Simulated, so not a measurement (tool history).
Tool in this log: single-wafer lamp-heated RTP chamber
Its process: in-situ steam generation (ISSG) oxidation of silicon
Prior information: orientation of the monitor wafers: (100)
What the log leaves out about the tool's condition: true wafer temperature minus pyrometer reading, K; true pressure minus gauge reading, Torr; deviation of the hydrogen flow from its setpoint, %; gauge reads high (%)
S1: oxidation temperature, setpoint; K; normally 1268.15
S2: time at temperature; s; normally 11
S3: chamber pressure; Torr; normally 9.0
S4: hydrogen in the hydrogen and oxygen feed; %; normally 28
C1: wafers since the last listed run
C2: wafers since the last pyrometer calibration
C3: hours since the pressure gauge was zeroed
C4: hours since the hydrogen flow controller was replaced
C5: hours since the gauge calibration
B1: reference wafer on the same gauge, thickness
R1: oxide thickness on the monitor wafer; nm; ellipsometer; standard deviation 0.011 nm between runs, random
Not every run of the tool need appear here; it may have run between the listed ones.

{"run": 1, "day": 0.0, "S1": 1268.15, "S2": 11, "S3": 9.0, "S4": 28, "C1": 0, "C2": 4511, "C3": 4779.4, "C4": 2251.7, "C5": 80.8, "B1": 4.196, "R1": 4.612}
{"run": 2, "day": 1.162, "S1": 1268.15, "S2": 11, "S3": 9.0, "S4": 28, "C1": 374, "C2": 4885, "C3": 4807.3, "C4": 2279.6, "C5": 108.7, "B1": 4.198, "R1": 4.611}
{"day": 2.25, "done": "pyrometer window cleaned and pyrometer calibrated"}
{"run": 3, "day": 2.408, "S1": 1268.15, "S2": 11, "S3": 9.0, "S4": 28, "C1": 293, "C2": 51, "C3": 4837.2, "C4": 2309.5, "C5": 138.6, "B1": 4.2, "R1": 4.617}
{"run": 4, "day": 3.846, "S1": 1274.15, "S2": 11, "S3": 9.0, "S4": 28, "C1": 463, "C2": 514, "C3": 4871.7, "C4": 2344.0, "C5": 173.1, "B1": 4.2, "R1": 4.71}
{"run": 5, "day": 5.096, "S1": 1257.15, "S2": 11, "S3": 9.0, "S4": 28, "C1": 402, "C2": 916, "C3": 4901.7, "C4": 2374.0, "C5": 203.1, "B1": 4.2, "R1": 4.472}
{"run": 6, "day": 5.938, "S1": 1257.15, "S2": 11, "S3": 9.0, "S4": 28, "C1": 271, "C2": 1188, "C3": 4921.9, "C4": 2394.2, "C5": 223.3, "B1": 4.204, "R1": 4.461}
{"run": 7, "day": 6.842, "S1": 1268.15, "S2": 11, "S3": 9.8, "S4": 28, "C1": 291, "C2": 1479, "C3": 4943.6, "C4": 2415.9, "C5": 245.0, "B1": 4.203, "R1": 4.537}
{"run": 8, "day": 7.621, "S1": 1259.15, "S2": 11, "S3": 9.0, "S4": 22, "C1": 250, "C2": 1730, "C3": 4962.3, "C4": 2434.6, "C5": 263.7, "B1": 4.204, "R1": 4.231}
{"run": 9, "day": 8.858, "S1": 1268.15, "S2": 7, "S3": 9.0, "S4": 32, "C1": 398, "C2": 2128, "C3": 4992.0, "C4": 2464.3, "C5": 293.4, "B1": 4.206, "R1": 4.008}
{"run": 10, "day": 9.617, "S1": 1268.15, "S2": 9, "S3": 9.0, "S4": 28, "C1": 244, "C2": 2373, "C3": 5010.2, "C4": 2482.5, "C5": 311.6, "B1": 4.206, "R1": 4.261}
{"run": 11, "day": 10.842, "S1": 1262.15, "S2": 11, "S3": 9.0, "S4": 28, "C1": 394, "C2": 2767, "C3": 5039.6, "C4": 2511.9, "C5": 341.0, "B1": 4.207, "R1": 4.508}
{"run": 12, "day": 12.021, "S1": 1268.15, "S2": 11, "S3": 9.0, "S4": 28, "C1": 379, "C2": 3147, "C3": 5067.9, "C4": 2540.2, "C5": 369.3, "B1": 4.206, "R1": 4.612}
{"run": 13, "day": 12.625, "S1": 1268.15, "S2": 11, "S3": 9.0, "S4": 28, "C1": 194, "C2": 3342, "C3": 5082.4, "C4": 2554.7, "C5": 383.8, "B1": 4.21, "R1": 4.608}
{"run": 14, "day": 13.45, "S1": 1268.15, "S2": 11, "S3": 9.0, "S4": 28, "C1": 265, "C2": 3608, "C3": 5102.2, "C4": 2574.5, "C5": 403.6, "B1": 4.21, "R1": 4.6}
{"run": 15, "day": 14.117, "S1": 1259.15, "S2": 12, "S3": 10.0, "S4": 32, "C1": 214, "C2": 3822, "C3": 5118.2, "C4": 2590.5, "C5": 419.6, "B1": 4.21, "R1": 4.686}
{"run": 16, "day": 15.158, "S1": 1268.15, "S2": 13, "S3": 9.0, "S4": 31, "C1": 335, "C2": 4158, "C3": 5143.2, "C4": 2615.5, "C5": 444.6, "B1": 4.213, "R1": 5.093}
{"day": 16.188, "done": "pressure gauge zeroed"}
{"run": 17, "day": 16.279, "S1": 1279.15, "S2": 11, "S3": 10.0, "S4": 24, "C1": 253, "C2": 4412, "C3": 2.2, "C4": 2642.4, "C5": 471.5, "B1": 4.212, "R1": 4.52}
{"day": 17.067, "done": "hydrogen flow controller replaced"}
{"run": 18, "day": 17.088, "S1": 1268.15, "S2": 11, "S3": 7.8, "S4": 28, "C1": 153, "C2": 4565, "C3": 21.6, "C4": 0.5, "C5": 490.9, "B1": 4.215, "R1": 4.699}
{"day": 18.621, "done": "pyrometer window cleaned and pyrometer calibrated"}
{"run": 19, "day": 19.608, "S1": 1257.15, "S2": 11, "S3": 9.0, "S4": 28, "C1": 704, "C2": 317, "C3": 82.1, "C4": 61.0, "C5": 551.4, "B1": 4.218, "R1": 4.481}
{"run": 20, "day": 20.662, "S1": 1251.15, "S2": 9, "S3": 10.2, "S4": 28, "C1": 339, "C2": 657, "C3": 107.4, "C4": 86.3, "C5": 576.7, "B1": 4.22, "R1": 3.946}
{"run": 21, "day": 21.838, "S1": 1268.15, "S2": 13, "S3": 7.5, "S4": 32, "C1": 378, "C2": 1035, "C3": 135.6, "C4": 114.5, "C5": 604.9, "B1": 4.221, "R1": 5.23}
{"run": 22, "day": 23.042, "S1": 1250.15, "S2": 13, "S3": 9.0, "S4": 23, "C1": 387, "C2": 1423, "C3": 164.5, "C4": 143.4, "C5": 633.8, "B1": 4.219, "R1": 4.466}
{"run": 23, "day": 23.779, "S1": 1268.15, "S2": 11, "S3": 9.0, "S4": 28, "C1": 237, "C2": 1661, "C3": 182.2, "C4": 161.1, "C5": 651.5, "B1": 4.224, "R1": 4.625}
{"run": 24, "day": 24.996, "S1": 1268.15, "S2": 11, "S3": 9.0, "S4": 28, "C1": 391, "C2": 2052, "C3": 211.4, "C4": 190.3, "C5": 680.7, "B1": 4.221, "R1": 4.641}
{"run": 25, "day": 26.017, "S1": 1253.15, "S2": 14, "S3": 9.5, "S4": 20, "C1": 328, "C2": 2381, "C3": 235.9, "C4": 214.8, "C5": 705.2, "B1": 4.224, "R1": 4.459}
{"run": 26, "day": 27.354, "S1": 1268.15, "S2": 11, "S3": 9.0, "S4": 28, "C1": 430, "C2": 2812, "C3": 268.0, "C4": 246.9, "C5": 737.3, "B1": 4.223, "R1": 4.648}
{"run": 27, "day": 28.362, "S1": 1268.15, "S2": 8, "S3": 9.8, "S4": 32, "C1": 324, "C2": 3137, "C3": 292.2, "C4": 271.1, "C5": 761.5, "B1": 4.227, "R1": 4.154}
{"run": 28, "day": 29.379, "S1": 1282.15, "S2": 11, "S3": 10.2, "S4": 24, "C1": 327, "C2": 3464, "C3": 316.6, "C4": 295.5, "C5": 785.9, "B1": 4.227, "R1": 4.572}
{"run": 29, "day": 30.204, "S1": 1281.15, "S2": 13, "S3": 10.1, "S4": 28, "C1": 265, "C2": 3730, "C3": 336.4, "C4": 315.3, "C5": 805.7, "B1": 4.228, "R1": 5.069}
{"run": 30, "day": 30.862, "S1": 1268.15, "S2": 11, "S3": 9.0, "S4": 28, "C1": 212, "C2": 3942, "C3": 352.2, "C4": 331.1, "C5": 821.5, "B1": 4.229, "R1": 4.619}

Difference, measured minus no-hidden-state, one row per run. Run-to-run variation is common to both terms; the gauge's own scatter need not be:
run=1 R1=+0.017
run=2 R1=+0.018
run=3 R1=+0.020
run=4 R1=+0.022
run=5 R1=+0.022
run=6 R1=+0.023
run=7 R1=+0.025
run=8 R1=+0.024
run=9 R1=+0.024
run=10 R1=+0.027
run=11 R1=+0.029
run=12 R1=+0.031
run=13 R1=+0.032
run=14 R1=+0.032
run=15 R1=+0.034
run=16 R1=+0.039
run=17 R1=+0.036
run=18 R1=+0.038
run=19 R1=+0.039
run=20 R1=+0.035
run=21 R1=+0.048
run=22 R1=+0.043
run=23 R1=+0.045
run=24 R1=+0.047
run=25 R1=+0.046
run=26 R1=+0.049
run=27 R1=+0.046
run=28 R1=+0.051
run=29 R1=+0.058
run=30 R1=+0.053
